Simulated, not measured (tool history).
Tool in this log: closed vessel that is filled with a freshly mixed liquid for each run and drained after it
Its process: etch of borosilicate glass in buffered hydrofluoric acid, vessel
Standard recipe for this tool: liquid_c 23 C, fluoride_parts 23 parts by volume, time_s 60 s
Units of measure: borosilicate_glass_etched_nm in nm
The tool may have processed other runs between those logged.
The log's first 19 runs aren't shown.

run      day  liquid_c  fluoride_parts  time_s  read-back film thickness of the borosilicate glass reference wafer, read on the same gauge (nm)  borosilicate_glass_etched_nm
 20   60.938      18.5              30      40                                                                                           120.02                         14.46
      61.225  -- thermometer replaced
 21   64.167        21            29.5      60                                                                                           120.02                         24.28
 22   66.304        23              19      60                                                                                           119.98                         37.53
 23   68.646        21              20      80                                                                                           119.96                         42.73
          69  -- gauge calibrated
 24   70.775        23              23      60                                                                                           120.02                          32.6
 25   73.392        23              23      75                                                                                           120.02                         40.92
 26   75.429        23              23      35                                                                                           119.99                         19.08
 27   77.862        23              23      60                                                                                           119.99                          32.8
 28   81.508        23              30      60                                                                                           120.01                         27.36
 29   85.529        23              30      45                                                                                           119.99                         20.66
 30   89.604        21              27      95                                                                                           120.02                         42.24
 31   91.862        28            27.5      60                                                                                           120.02                         38.44
     102.046  -- thermometer replaced
 32  103.921      21.5              20      45                                                                                              120                         24.82

Consider 4 possible next runs. They are alternatives, not a sequence: every one starts from the tool as it was left by run 32. What does each give?
  A  103.95        23              23      60                                                                                                ?                             ?
  B  103.95        23              28      60                                                                                                ?                             ?
  C  103.95      24.5            18.5      50                                                                                                ?                             ?
  D  103.95      19.5              23      90                                                                                                ?                             ?

run  read-back film thickness of the borosilicate glass reference wafer, read on the same gauge (nm)  borosilicate_glass_etched_nm
  A                                                                                              120                         32.71
  B                                                                                              120                         28.54
  C                                                                                              120                         35.18
  D                                                                                              120                         40.52
Stripped of hidden state, with their random variation kept, the same runs would have yielded:
run  borosilicate_glass_etched_nm
  A                         32.38
  B                         28.25
  C                         34.82
  D                         40.09

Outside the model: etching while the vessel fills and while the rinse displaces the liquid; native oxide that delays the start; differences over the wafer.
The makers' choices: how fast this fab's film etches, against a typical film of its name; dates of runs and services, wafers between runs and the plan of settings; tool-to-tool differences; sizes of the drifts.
